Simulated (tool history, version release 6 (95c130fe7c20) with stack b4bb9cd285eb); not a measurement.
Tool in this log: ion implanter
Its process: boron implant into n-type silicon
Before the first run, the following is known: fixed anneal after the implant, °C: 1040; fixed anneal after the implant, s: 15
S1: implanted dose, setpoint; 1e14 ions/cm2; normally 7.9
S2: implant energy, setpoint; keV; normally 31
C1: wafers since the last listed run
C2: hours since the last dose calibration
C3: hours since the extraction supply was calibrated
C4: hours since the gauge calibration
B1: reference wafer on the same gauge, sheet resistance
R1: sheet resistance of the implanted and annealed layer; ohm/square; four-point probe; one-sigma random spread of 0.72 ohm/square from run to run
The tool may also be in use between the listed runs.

run   hour     S1    S2   C1     C2      C3     C4      B1      R1
  1      0    7.9  23.5    0  467.2  2538.7    120  158.09  137.42
  2     18    7.9    31  427  485.2  2556.7    138  158.04   133.2
  3   53.9    7.9    31  852  521.1  2592.6  173.9  157.97  133.33
  4   75.6    7.9    31  515  542.8  2614.3  195.6  157.97  133.56
  5  104.8    7.9    31  693    572  2643.5  224.8   157.9  132.82
  6    129   9.68    31  574  596.2  2667.7    249  158.08   112.4
  7  141.9   9.68    31  306  609.1  2680.6  261.9  158.09  111.73
  8    177   9.68    31  833  644.2  2715.7    297  157.98  112.55
  9  198.6    7.9    23  512  665.8  2737.3  318.6  158.01   138.5
 10    228    7.9    23  697  695.2  2766.7    348  158.03  137.96
 11  259.3    7.9    23  742  726.5    2798  379.3  157.93  137.92
 12    276    9.8  34.5  396  743.2  2814.7    396  157.96  110.81
 13  308.2    7.9    31  764  775.4  2846.9  428.2  157.96  133.24
 14  323.6    7.9    31  365  790.8  2862.3  443.6  157.89  133.87
 15  357.6    7.9    31  806  824.8  2896.3  477.6  157.87  133.03
     367.5  -- extraction supply calibrated
     378.5  -- Faraday cup replaced and dose calibrated
 16    379    7.9    31  128    0.5    11.5    499  157.96  137.79
 17  399.6    7.9    31  488   21.1    32.1  519.6  157.86  139.02
 18  420.7   8.54  37.5  500   42.2    53.2  540.7  157.91  128.14
 19  445.3    7.9    31  583   66.8    77.8  565.3  157.87  137.31
 20  476.6   9.39  27.5  742   98.1   109.1  596.6   157.9  119.73
 21  493.8   9.56    24  408  115.3   126.3  613.8  157.89  119.28
 22  519.1    7.9    31  600  140.6   151.6  639.1  157.85   136.6
 23  544.6    7.9    31  605  166.1   177.1  664.6  158.05  136.07
     558.9  -- gauge calibrated
 24  575.5   5.87    21  733    197     208   16.6  158.07  179.59
 25  600.8    7.9    31  600  222.3   233.3   41.9  157.95  135.29
 26  618.8  10.09    31  427  240.3   251.3   59.9  157.95  110.28
 27  648.2    7.9    31  697  269.7   280.7   89.3   157.9  135.84
 28  662.1   8.58    31  329  283.6   294.6  103.2  158.04  126.67
 29  686.4   5.68    34  576  307.9   318.9  127.5  157.97   175.6
 30  705.8    7.9    31  460  327.3   338.3  146.9  158.12  135.88
 31  724.3    7.9    27  439  345.8   356.8  165.4  157.83  136.21
 32  738.5   7.19  24.5  337    360     371  179.6  158.03  148.43
 33    766   6.66    40  652  387.5   398.5  207.1  158.06  152.02
 34  787.1   7.26  38.5  500  408.6   419.6  228.2  157.99  140.74
 35    802    7.9    31  353  423.5   434.5  243.1  158.13  133.66
 36  826.2  10.26    22  574  447.7   458.7  267.3  158.15  109.75

Measured result minus the same run's result without the hidden state. Both carry the same run-to-run variation, though not necessarily the same gauge scatter:
Hidden state at play: deviation of the true dose from the Faraday cup's reading, %; deviation of the true energy from its setpoint, %; gauge reads high (%).
run     R1
  1  -4.38
  2  -4.18
  3  -4.31
  4  -4.38
  5  -4.44
  6  -3.84
  7  -3.84
  8  -3.93
  9     -5
 10  -5.04
 11  -5.09
 12  -3.98
 13  -4.82
 14  -4.87
 15  -4.87
 16  +0.67
 17  +0.23
 18  -0.17
 19  -0.64
 20  -1.02
 21  -1.25
 22  -1.75
 23  -2.07
 24  -3.23
 25  -2.66
 26  -2.32
 27  -3.08
 28  -2.99
 29  -4.32
 30  -3.51
 31  -3.69
 32  -4.14
 33   -4.2
 34  -4.01
 35  -3.97
 36  -3.42

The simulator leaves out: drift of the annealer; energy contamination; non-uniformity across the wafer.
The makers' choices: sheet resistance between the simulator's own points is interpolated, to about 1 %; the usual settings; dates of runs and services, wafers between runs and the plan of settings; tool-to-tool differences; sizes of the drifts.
